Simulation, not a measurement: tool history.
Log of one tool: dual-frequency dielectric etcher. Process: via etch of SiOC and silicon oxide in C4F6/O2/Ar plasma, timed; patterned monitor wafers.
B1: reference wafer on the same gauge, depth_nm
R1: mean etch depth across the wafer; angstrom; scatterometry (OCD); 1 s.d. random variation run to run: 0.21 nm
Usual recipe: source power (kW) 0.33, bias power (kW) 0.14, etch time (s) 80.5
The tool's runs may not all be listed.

{"run": 1, "hour": 0.0, "source power (kW)": 0.33, "bias power (kW)": 0.14, "etch time (s)": 80.5, "B1": 84.3, "R1": 777}
{"run": 2, "hour": 0.3, "source power (kW)": 0.33, "bias power (kW)": 0.14, "etch time (s)": 80.5, "B1": 84.3, "R1": 772}
{"run": 3, "hour": 13.0, "source power (kW)": 0.33, "bias power (kW)": 0.14, "etch time (s)": 80.5, "B1": 84.3, "R1": 772}
{"run": 4, "hour": 31.1, "source power (kW)": 0.33, "bias power (kW)": 0.14, "etch time (s)": 80.5, "B1": 84.2, "R1": 774}
{"run": 5, "hour": 108.3, "source power (kW)": 0.33, "bias power (kW)": 0.14, "etch time (s)": 80.5, "B1": 84.3, "R1": 776}
{"run": 6, "hour": 125.3, "source power (kW)": 0.33, "bias power (kW)": 0.14, "etch time (s)": 80.5, "B1": 84.3, "R1": 780}
{"run": 7, "hour": 157.7, "source power (kW)": 0.33, "bias power (kW)": 0.14, "etch time (s)": 80.5, "B1": 84.3, "R1": 761}
{"run": 8, "hour": 177.5, "source power (kW)": 0.33, "bias power (kW)": 0.149, "etch time (s)": 80.5, "B1": 84.3, "R1": 783}
{"run": 9, "hour": 195.9, "source power (kW)": 0.29, "bias power (kW)": 0.117, "etch time (s)": 80.5, "B1": 84.3, "R1": 692}
{"run": 10, "hour": 225.6, "source power (kW)": 0.33, "bias power (kW)": 0.152, "etch time (s)": 80.5, "B1": 84.3, "R1": 791}
{"run": 11, "hour": 250.4, "source power (kW)": 0.33, "bias power (kW)": 0.114, "etch time (s)": 80.5, "B1": 84.3, "R1": 719}
{"run": 12, "hour": 265.3, "source power (kW)": 0.33, "bias power (kW)": 0.14, "etch time (s)": 80.5, "B1": 84.3, "R1": 772}
{"run": 13, "hour": 279.7, "source power (kW)": 0.37, "bias power (kW)": 0.14, "etch time (s)": 80.5, "B1": 84.3, "R1": 800}
{"run": 14, "hour": 306.4, "source power (kW)": 0.33, "bias power (kW)": 0.14, "etch time (s)": 80.5, "B1": 84.3, "R1": 773}
{"run": 15, "hour": 339.2, "source power (kW)": 0.33, "bias power (kW)": 0.14, "etch time (s)": 80.5, "B1": 84.3, "R1": 772}
{"run": 16, "hour": 370.5, "source power (kW)": 0.33, "bias power (kW)": 0.14, "etch time (s)": 80.5, "B1": 84.3, "R1": 774}
{"run": 17, "hour": 396.8, "source power (kW)": 0.27, "bias power (kW)": 0.106, "etch time (s)": 57.5, "B1": 84.3, "R1": 477}
{"run": 18, "hour": 412.8, "source power (kW)": 0.33, "bias power (kW)": 0.161, "etch time (s)": 72, "B1": 84.3, "R1": 731}
{"run": 19, "hour": 432.1, "source power (kW)": 0.33, "bias power (kW)": 0.115, "etch time (s)": 80.5, "B1": 84.3, "R1": 729}
{"run": 20, "hour": 448.9, "source power (kW)": 0.33, "bias power (kW)": 0.116, "etch time (s)": 86.5, "B1": 84.3, "R1": 787}
{"run": 21, "hour": 477.9, "source power (kW)": 0.33, "bias power (kW)": 0.106, "etch time (s)": 80.5, "B1": 84.3, "R1": 710}
{"run": 22, "hour": 505.3, "source power (kW)": 0.33, "bias power (kW)": 0.14, "etch time (s)": 80.5, "B1": 84.3, "R1": 784}
{"run": 23, "hour": 558.8, "source power (kW)": 0.33, "bias power (kW)": 0.14, "etch time (s)": 80.5, "B1": 84.3, "R1": 760}
{"run": 24, "hour": 559.8, "source power (kW)": 0.29, "bias power (kW)": 0.166, "etch time (s)": 104.5, "B1": 84.3, "R1": 1012}
{"run": 25, "hour": 580.8, "source power (kW)": 0.27, "bias power (kW)": 0.169, "etch time (s)": 58, "B1": 84.3, "R1": 556}
{"run": 26, "hour": 614.3, "source power (kW)": 0.36, "bias power (kW)": 0.14, "etch time (s)": 80.5, "B1": 84.3, "R1": 789}
{"run": 27, "hour": 627.2, "source power (kW)": 0.33, "bias power (kW)": 0.155, "etch time (s)": 65.5, "B1": 84.3, "R1": 648}
{"run": 28, "hour": 648.5, "source power (kW)": 0.41, "bias power (kW)": 0.106, "etch time (s)": 89, "B1": 84.3, "R1": 824}
{"run": 29, "hour": 730.3, "source power (kW)": 0.33, "bias power (kW)": 0.14, "etch time (s)": 80.5, "B1": 84.3, "R1": 772}
{"run": 30, "hour": 762.8, "source power (kW)": 0.33, "bias power (kW)": 0.14, "etch time (s)": 80.5, "B1": 84.3, "R1": 775}

The log once held 5 entries between its listed runs, left out of this copy. Where does each go, and what is different about the tool's unlogged condition between the listed run before it and the listed run after it?
Runs 6 to 7: wet clean of the chamber (hour 157.2)
  etch rate over this chamber's usual, %: 2.17 -> 0.114
  measured result minus the result with no hidden state, R1: +17 -> +1 angstrom
Runs 15 to 16: bias power generator calibrated (hour 346.2)
  etch rate over this chamber's usual, %: 1.4 -> 1.62
  measured result minus the result with no hidden state, R1: +10 -> +12 angstrom
Runs 16 to 17: gauge calibrated (hour 396.7)
  etch rate over this chamber's usual, %: 1.62 -> 1.81
  measured result minus the result with no hidden state, R1: +12 -> +8 angstrom
Runs 17 to 18: source power generator calibrated (hour 412.3)
  etch rate over this chamber's usual, %: 1.81 -> 1.92
  measured result minus the result with no hidden state, R1: +8 -> +13 angstrom
Runs 22 to 23: wet clean of the chamber (hour 558.3)
  etch rate over this chamber's usual, %: 2.58 -> -0.219
  measured result minus the result with no hidden state, R1: +19 -> -2 angstrom
